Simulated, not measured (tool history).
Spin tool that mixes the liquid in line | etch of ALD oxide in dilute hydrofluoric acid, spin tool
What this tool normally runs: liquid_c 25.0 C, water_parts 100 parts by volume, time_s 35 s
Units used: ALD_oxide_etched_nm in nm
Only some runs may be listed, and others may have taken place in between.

run,hour,liquid_c,water_parts,time_s,"read-back film thickness of the ALD oxide reference wafer, read on the same gauge (nm)",ALD_oxide_etched_nm
1,0.0,25.0,100,35,49.99,5.99
2,12.8,25.0,100,35,50.01,6.03
3,29.7,25.0,100,35,50.01,5.96
# hour 73.0: gauge calibrated
4,81.3,25.0,100,35,50.03,6.03
5,91.3,25.0,100,35,50.01,6.01
6,106.4,25.0,100,35,49.98,5.97
7,123.6,25.0,100,35,50.01,5.99
8,132.9,25.0,100,35,49.99,6.03
9,142.7,25.0,100,35,50.00,5.90
10,154.8,24.0,100,35,50.00,5.77
11,166.9,24.0,100,35,50.00,5.75
12,175.8,24.0,100,35,50.01,5.85
13,191.9,25.0,70,35,49.98,8.83
14,205.1,25.0,100,35,49.99,5.88
15,222.2,25.0,100,35,50.00,5.96
16,233.6,22.0,55,20,50.00,5.87
# hour 245.0: thermometer replaced
17,246.1,25.0,50,40,49.99,14.59
# hour 251.8: hydrofluoric acid flow meter replaced
18,253.8,25.0,100,35,50.02,5.98
19,270.5,27.5,145,50,50.03,6.19
20,288.1,29.0,145,55,49.99,7.17
21,303.0,25.0,130,35,49.99,4.45
22,311.6,25.0,70,35,50.01,9.05
23,319.7,25.0,100,35,50.02,5.96
24,329.4,25.0,70,40,49.99,10.33
25,341.0,25.0,100,35,50.00,6.06
26,358.0,28.0,70,40,50.00,11.45
27,371.1,25.0,100,40,49.99,6.90
28,378.3,24.0,100,35,49.98,5.68
29,391.3,25.0,140,25,49.98,2.95
30,406.1,22.5,115,35,50.01,4.60
31,428.3,30.0,85,25,49.99,6.27
32,435.8,25.0,100,35,49.97,5.99
33,443.1,21.5,100,35,50.00,5.19
34,452.7,27.5,100,15,50.00,2.83

5 ways to go on from here, each from the tool as it stands after run 34. What would each give?
A,453.1,25.0,100,35,?,?
B,453.1,21.0,100,35,?,?
C,453.1,27.0,130,35,?,?
D,453.1,20.5,120,40,?,?
E,453.1,28.5,135,20,?,?

run,"read-back film thickness of the ALD oxide reference wafer, read on the same gauge (nm)",ALD_oxide_etched_nm
A,50.01,6.10
B,50.01,5.19
C,50.01,4.88
D,50.01,4.74
E,50.01,2.82
Had the tool no hidden state, the same runs would have come out as:
run,ALD_oxide_etched_nm
A,6.10
B,5.19
C,4.88
D,4.74
E,2.82
